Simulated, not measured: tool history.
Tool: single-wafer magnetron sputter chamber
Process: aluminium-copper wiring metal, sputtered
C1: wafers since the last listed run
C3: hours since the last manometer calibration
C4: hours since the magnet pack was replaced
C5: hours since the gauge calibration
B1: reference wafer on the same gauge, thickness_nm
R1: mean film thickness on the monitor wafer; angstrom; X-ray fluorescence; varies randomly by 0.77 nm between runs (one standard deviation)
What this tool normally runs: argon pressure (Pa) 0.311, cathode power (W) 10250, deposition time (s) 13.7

run 1 day=0.000 | argon_pressure_(Pa)=0.311 cathode_power_(W)=10250 deposition_time_(s)=13.7 | C1=0 wafers_on_the_sputter_target=3978 C3=125.3 C4=5776.4 C5=1232.7 | B1=215.051 | R1=2638.69
run 2 day=2.062 | argon_pressure_(Pa)=0.311 cathode_power_(W)=10250 deposition_time_(s)=13.7 | C1=932 wafers_on_the_sputter_target=4910 C3=174.8 C4=5825.9 C5=1282.2 | B1=214.956 | R1=2628.35
run 3 day=5.012 | argon_pressure_(Pa)=0.311 cathode_power_(W)=10250 deposition_time_(s)=13.7 | C1=1333 wafers_on_the_sputter_target=6244 C3=245.6 C4=5896.7 C5=1353.0 | B1=215.009 | R1=2619.34
run 4 day=6.950 | argon_pressure_(Pa)=0.311 cathode_power_(W)=10250 deposition_time_(s)=13.7 | C1=875 wafers_on_the_sputter_target=7119 C3=292.1 C4=5943.2 C5=1399.5 | B1=215.057 | R1=2596.79
-- day=9.733 sputter target and shields replaced
run 5 day=9.808 | argon_pressure_(Pa)=0.311 cathode_power_(W)=10250 deposition_time_(s)=13.7 | C1=1141 wafers_on_the_sputter_target=34 C3=360.7 C4=6011.8 C5=1468.1 | B1=215.090 | R1=2648.43
run 6 day=11.312 | argon_pressure_(Pa)=0.311 cathode_power_(W)=10250 deposition_time_(s)=13.7 | C1=679 wafers_on_the_sputter_target=714 C3=396.8 C4=6047.9 C5=1504.2 | B1=215.009 | R1=2649.54
-- day=14.142 gauge calibrated
run 7 day=14.167 | argon_pressure_(Pa)=0.311 cathode_power_(W)=10250 deposition_time_(s)=13.7 | C1=1289 wafers_on_the_sputter_target=2004 C3=465.3 C4=6116.4 C5=0.6 | B1=215.083 | R1=2634.76
run 8 day=15.546 | argon_pressure_(Pa)=0.311 cathode_power_(W)=10250 deposition_time_(s)=13.7 | C1=623 wafers_on_the_sputter_target=2627 C3=498.4 C4=6149.5 C5=33.7 | B1=215.045 | R1=2640.15
run 9 day=18.342 | argon_pressure_(Pa)=0.311 cathode_power_(W)=10250 deposition_time_(s)=13.7 | C1=1263 wafers_on_the_sputter_target=3890 C3=565.5 C4=6216.6 C5=100.8 | B1=215.044 | R1=2621.82
run 10 day=21.242 | argon_pressure_(Pa)=0.268 cathode_power_(W)=10250 deposition_time_(s)=13.7 | C1=1310 wafers_on_the_sputter_target=5201 C3=635.1 C4=6286.2 C5=170.4 | B1=214.984 | R1=2669.06
run 11 day=22.479 | argon_pressure_(Pa)=0.268 cathode_power_(W)=10250 deposition_time_(s)=13.7 | C1=559 wafers_on_the_sputter_target=5760 C3=664.8 C4=6315.9 C5=200.1 | B1=214.953 | R1=2660.28
-- day=23.258 magnet pack replaced
run 12 day=24.279 | argon_pressure_(Pa)=0.268 cathode_power_(W)=10250 deposition_time_(s)=13.7 | C1=662 wafers_on_the_sputter_target=6423 C3=708.0 C4=24.5 C5=243.3 | B1=215.021 | R1=2637.22
run 13 day=25.850 | argon_pressure_(Pa)=0.311 cathode_power_(W)=10250 deposition_time_(s)=13.7 | C1=709 wafers_on_the_sputter_target=7133 C3=745.7 C4=62.2 C5=281.0 | B1=215.116 | R1=2597.69
run 14 day=26.879 | argon_pressure_(Pa)=0.311 cathode_power_(W)=8950 deposition_time_(s)=14.4 | C1=465 wafers_on_the_sputter_target=7598 C3=770.4 C4=86.9 C5=305.7 | B1=215.091 | R1=2378.54
-- day=28.575 sputter target and shields replaced
run 15 day=29.629 | argon_pressure_(Pa)=0.208 cathode_power_(W)=8200 deposition_time_(s)=13.7 | C1=1092 wafers_on_the_sputter_target=476 C3=836.4 C4=152.9 C5=371.7 | B1=215.120 | R1=2208.60
run 16 day=30.862 | argon_pressure_(Pa)=0.393 cathode_power_(W)=10250 deposition_time_(s)=15.9 | C1=557 wafers_on_the_sputter_target=1033 C3=866.0 C4=182.5 C5=401.3 | B1=215.094 | R1=2931.41
run 17 day=32.633 | argon_pressure_(Pa)=0.311 cathode_power_(W)=10250 deposition_time_(s)=13.7 | C1=800 wafers_on_the_sputter_target=1834 C3=908.5 C4=225.0 C5=443.8 | B1=214.951 | R1=2634.29
-- day=34.500 capacitance manometer re-zeroed and calibrated
run 18 day=35.033 | argon_pressure_(Pa)=0.311 cathode_power_(W)=11700 deposition_time_(s)=15.9 | C1=934 wafers_on_the_sputter_target=2768 C3=12.8 C4=282.6 C5=501.4 | B1=215.076 | R1=3534.08
run 19 day=36.700 | argon_pressure_(Pa)=0.311 cathode_power_(W)=10250 deposition_time_(s)=13.7 | C1=753 wafers_on_the_sputter_target=3521 C3=52.8 C4=322.6 C5=541.4 | B1=215.119 | R1=2660.44
run 20 day=39.338 | argon_pressure_(Pa)=0.187 cathode_power_(W)=10250 deposition_time_(s)=13.7 | C1=1192 wafers_on_the_sputter_target=4713 C3=116.1 C4=385.9 C5=604.7 | B1=215.141 | R1=2802.47
run 21 day=42.183 | argon_pressure_(Pa)=0.191 cathode_power_(W)=8900 deposition_time_(s)=11.7 | C1=1286 wafers_on_the_sputter_target=5999 C3=184.4 C4=454.2 C5=673.0 | B1=215.031 | R1=2065.28
run 22 day=44.150 | argon_pressure_(Pa)=0.311 cathode_power_(W)=12500 deposition_time_(s)=12.8 | C1=888 wafers_on_the_sputter_target=6888 C3=231.6 C4=501.4 C5=720.2 | B1=214.895 | R1=2978.02
-- day=45.008 sputter target and shields replaced
run 23 day=48.096 | argon_pressure_(Pa)=0.311 cathode_power_(W)=10250 deposition_time_(s)=13.7 | C1=1632 wafers_on_the_sputter_target=1395 C3=326.3 C4=596.1 C5=814.9 | B1=215.008 | R1=2656.66
run 24 day=49.633 | argon_pressure_(Pa)=0.311 cathode_power_(W)=9550 deposition_time_(s)=13.7 | C1=694 wafers_on_the_sputter_target=2090 C3=363.2 C4=633.0 C5=851.8 | B1=214.966 | R1=2469.85
run 25 day=52.492 | argon_pressure_(Pa)=0.365 cathode_power_(W)=11400 deposition_time_(s)=14.7 | C1=1291 wafers_on_the_sputter_target=3382 C3=431.8 C4=701.6 C5=920.4 | B1=215.184 | R1=3092.59
run 26 day=54.300 | argon_pressure_(Pa)=0.397 cathode_power_(W)=10250 deposition_time_(s)=13.7 | C1=817 wafers_on_the_sputter_target=4199 C3=475.2 C4=745.0 C5=963.8 | B1=215.068 | R1=2542.24
run 27 day=57.004 | argon_pressure_(Pa)=0.381 cathode_power_(W)=9550 deposition_time_(s)=11.6 | C1=1222 wafers_on_the_sputter_target=5422 C3=540.1 C4=809.9 C5=1028.7 | B1=214.959 | R1=1993.45
run 28 day=58.429 | argon_pressure_(Pa)=0.311 cathode_power_(W)=9450 deposition_time_(s)=13.7 | C1=644 wafers_on_the_sputter_target=6066 C3=574.3 C4=844.1 C5=1062.9 | B1=215.082 | R1=2408.39
-- day=59.629 sputter target and shields replaced
run 29 day=59.650 | argon_pressure_(Pa)=0.311 cathode_power_(W)=10250 deposition_time_(s)=13.7 | C1=401 wafers_on_the_sputter_target=9 C3=603.6 C4=873.4 C5=1092.2 | B1=214.917 | R1=2648.48
run 30 day=62.650 | argon_pressure_(Pa)=0.266 cathode_power_(W)=8000 deposition_time_(s)=12.0 | C1=1355 wafers_on_the_sputter_target=1365 C3=675.6 C4=945.4 C5=1164.2 | B1=214.926 | R1=1836.74
run 31 day=64.708 | argon_pressure_(Pa)=0.402 cathode_power_(W)=9250 deposition_time_(s)=16.1 | C1=930 wafers_on_the_sputter_target=2295 C3=725.0 C4=994.8 C5=1213.6 | B1=215.029 | R1=2675.47
run 32 day=67.221 | argon_pressure_(Pa)=0.252 cathode_power_(W)=10250 deposition_time_(s)=15.2 | C1=1135 wafers_on_the_sputter_target=3430 C3=785.3 C4=1055.1 C5=1273.9 | B1=214.999 | R1=3007.09
run 33 day=69.796 | argon_pressure_(Pa)=0.265 cathode_power_(W)=9250 deposition_time_(s)=15.1 | C1=1163 wafers_on_the_sputter_target=4594 C3=847.1 C4=1116.9 C5=1335.7 | B1=214.923 | R1=2669.67
-- day=71.417 capacitance manometer re-zeroed and calibrated
run 34 day=72.054 | argon_pressure_(Pa)=0.396 cathode_power_(W)=10250 deposition_time_(s)=15.9 | C1=870 wafers_on_the_sputter_target=5464 C3=15.3 C4=1171.1 C5=1389.9 | B1=214.962 | R1=2976.13

Pick out some run-to-run changes in R1. Of each, how much would a tool without hidden state show as well, from the settings, what came in and chance, and how much is left for the hidden state and any gauge scatter not in both results compared?
Hidden state present: deposition rate above that of a new target (%); true argon pressure above the setpoint (%); gauge reads high (%).
Run 14 -> 15: argon pressure (Pa) 0.311 -> 0.208, cathode power (W) 8950 -> 8200, deposition time (s) 14.4 -> 13.7, sputter target and shields replaced. R1 -169.94 angstrom: hidden state +65.00, all else -234.94.
Run 17 -> 18: cathode power (W) 10250 -> 11700, deposition time (s) 13.7 -> 15.9, capacitance manometer re-zeroed and calibrated. R1 +899.79 angstrom: hidden state +51.24, all else +848.55.
Run 18 -> 19: cathode power (W) 11700 -> 10250, deposition time (s) 15.9 -> 13.7. R1 -873.64 angstrom: hidden state -8.06, all else -865.58.
Run 21 -> 22: argon pressure (Pa) 0.191 -> 0.311, cathode power (W) 8900 -> 12500, deposition time (s) 11.7 -> 12.8. R1 +912.74 angstrom: hidden state -39.19, all else +951.93.
Run 22 -> 23: cathode power (W) 12500 -> 10250, deposition time (s) 12.8 -> 13.7, sputter target and shields replaced. R1 -321.36 angstrom: hidden state +43.91, all else -365.27.
